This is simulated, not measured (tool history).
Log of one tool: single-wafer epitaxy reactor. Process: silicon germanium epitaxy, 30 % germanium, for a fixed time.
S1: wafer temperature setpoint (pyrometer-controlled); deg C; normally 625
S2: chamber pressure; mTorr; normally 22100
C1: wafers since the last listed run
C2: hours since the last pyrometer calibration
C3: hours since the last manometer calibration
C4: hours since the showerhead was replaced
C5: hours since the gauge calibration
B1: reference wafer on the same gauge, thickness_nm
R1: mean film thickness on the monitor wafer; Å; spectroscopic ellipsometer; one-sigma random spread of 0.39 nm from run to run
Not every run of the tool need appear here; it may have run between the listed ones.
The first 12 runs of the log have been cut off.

At hour 608.2: pyrometer calibrated.
Run 13, hour 619.4: usual settings; C1 1273; C2 11.2; C3 1533.9; C4 3670.2; C5 530.5; B1 84.507. Result: R1 924.64 Å.
Run 14, hour 653.7: usual settings; C1 778; C2 45.5; C3 1568.2; C4 3704.5; C5 564.8; B1 84.470. Result: R1 919.75 Å.
Run 15, hour 697.7: usual settings but S1 634 deg C; C1 998; C2 89.5; C3 1612.2; C4 3748.5; C5 608.8; B1 84.507. Result: R1 1059.40 Å.
Run 16, hour 726.2: usual settings but S1 636 deg C, S2 17700 mTorr; C1 646; C2 118.0; C3 1640.7; C4 3777.0; C5 637.3; B1 84.457. Result: R1 966.56 Å.
Run 17, hour 765.3: usual settings but S1 616 deg C, S2 20200 mTorr; C1 887; C2 157.1; C3 1679.8; C4 3816.1; C5 676.4; B1 84.452. Result: R1 770.05 Å.
Run 18, hour 834.4: usual settings but S1 631 deg C, S2 23900 mTorr; C1 1568; C2 226.2; C3 1748.9; C4 3885.2; C5 745.5; B1 84.454. Result: R1 1054.44 Å.
At hour 940.6: capacitance manometer re-zeroed and calibrated.
Run 19, hour 961.5: usual settings but S1 620 deg C, S2 16600 mTorr; C1 2703; C2 353.3; C3 20.9; C4 4012.3; C5 872.6; B1 84.463. Result: R1 730.08 Å.
Run 20, hour 1020.2: usual settings but S1 619 deg C; C1 1332; C2 412.0; C3 79.6; C4 4071.0; C5 931.3; B1 84.558. Result: R1 848.11 Å.
At hour 1041.2: showerhead replaced.
Run 21, hour 1046.0: usual settings but S1 621 deg C; C1 403; C2 437.8; C3 105.4; C4 4.8; C5 957.1; B1 84.451. Result: R1 865.15 Å.
Run 22, hour 1104.6: usual settings; C1 1329; C2 496.4; C3 164.0; C4 63.4; C5 1015.7; B1 84.532. Result: R1 922.02 Å.
Run 23, hour 1136.7: usual settings but S2 24700 mTorr; C1 728; C2 528.5; C3 196.1; C4 95.5; C5 1047.8; B1 84.472. Result: R1 979.07 Å.
Run 24, hour 1342.3: usual settings but S1 638 deg C; C1 4666; C2 734.1; C3 401.7; C4 301.1; C5 1253.4; B1 84.607. Result: R1 1117.00 Å.
At hour 1383.3: gauge calibrated.
Run 25, hour 1413.5: usual settings but S1 612 deg C, S2 26600 mTorr; C1 1615; C2 805.3; C3 472.9; C4 372.3; C5 30.2; B1 84.444. Result: R1 828.56 Å.
Run 26, hour 1443.5: usual settings but S1 613 deg C, S2 25700 mTorr; C1 680; C2 835.3; C3 502.9; C4 402.3; C5 60.2; B1 84.575. Result: R1 837.88 Å.
Run 27, hour 1484.2: usual settings; C1 923; C2 876.0; C3 543.6; C4 443.0; C5 100.9; B1 84.477. Result: R1 917.67 Å.
Run 28, hour 1614.0: usual settings but S2 26000 mTorr; C1 2945; C2 1005.8; C3 673.4; C4 572.8; C5 230.7; B1 84.520. Result: R1 1001.17 Å.
Run 29, hour 1682.6: usual settings; C1 1556; C2 1074.4; C3 742.0; C4 641.4; C5 299.3; B1 84.503. Result: R1 923.61 Å.
Run 30, hour 1710.5: usual settings but S1 638 deg C, S2 20500 mTorr; C1 633; C2 1102.3; C3 769.9; C4 669.3; C5 327.2; B1 84.505. Result: R1 1086.13 Å.
Run 31, hour 1741.6: usual settings but S1 640 deg C, S2 25800 mTorr; C1 705; C2 1133.4; C3 801.0; C4 700.4; C5 358.3; B1 84.422. Result: R1 1252.18 Å.
Run 32, hour 1786.3: usual settings but S1 639 deg C, S2 27200 mTorr; C1 1014; C2 1178.1; C3 845.7; C4 745.1; C5 403.0; B1 84.575. Result: R1 1270.92 Å.
Run 33, hour 1842.3: usual settings but S1 615 deg C, S2 24500 mTorr; C1 1270; C2 1234.1; C3 901.7; C4 801.1; C5 459.0; B1 84.554. Result: R1 836.04 Å.
Run 34, hour 1902.8: usual settings but S1 634 deg C; C1 1373; C2 1294.6; C3 962.2; C4 861.6; C5 519.5; B1 84.557. Result: R1 1054.46 Å.

Branching from run 34: 5 alternative next runs. What would each branch give?
Run A, hour 1903.2: usual settings; C1 9; C2 1295.0; C3 962.6; C4 862.0; C5 519.9; B1 ?. Result: R1 ?.
Run B, hour 1903.2: usual settings but S1 617 deg C, S2 17000 mTorr; C1 9; C2 1295.0; C3 962.6; C4 862.0; C5 519.9; B1 ?. Result: R1 ?.
Run C, hour 1903.2: usual settings but S1 612 deg C, S2 24300 mTorr; C1 9; C2 1295.0; C3 962.6; C4 862.0; C5 519.9; B1 ?. Result: R1 ?.
Run D, hour 1903.2: usual settings but S2 17200 mTorr; C1 9; C2 1295.0; C3 962.6; C4 862.0; C5 519.9; B1 ?. Result: R1 ?.
Run E, hour 1903.2: usual settings but S1 612 deg C, S2 25900 mTorr; C1 9; C2 1295.0; C3 962.6; C4 862.0; C5 519.9; B1 ?. Result: R1 ?.

run      B1      R1
  A  84.466  921.51
  B  84.466  704.51
  C  84.466  792.77
  D  84.466  801.80
  E  84.466  819.00
Take away the tool's hidden state, keep each run's random variation, and the runs would have read:
run      R1
  A  921.51
  B  704.51
  C  792.77
  D  801.80
  E  819.00

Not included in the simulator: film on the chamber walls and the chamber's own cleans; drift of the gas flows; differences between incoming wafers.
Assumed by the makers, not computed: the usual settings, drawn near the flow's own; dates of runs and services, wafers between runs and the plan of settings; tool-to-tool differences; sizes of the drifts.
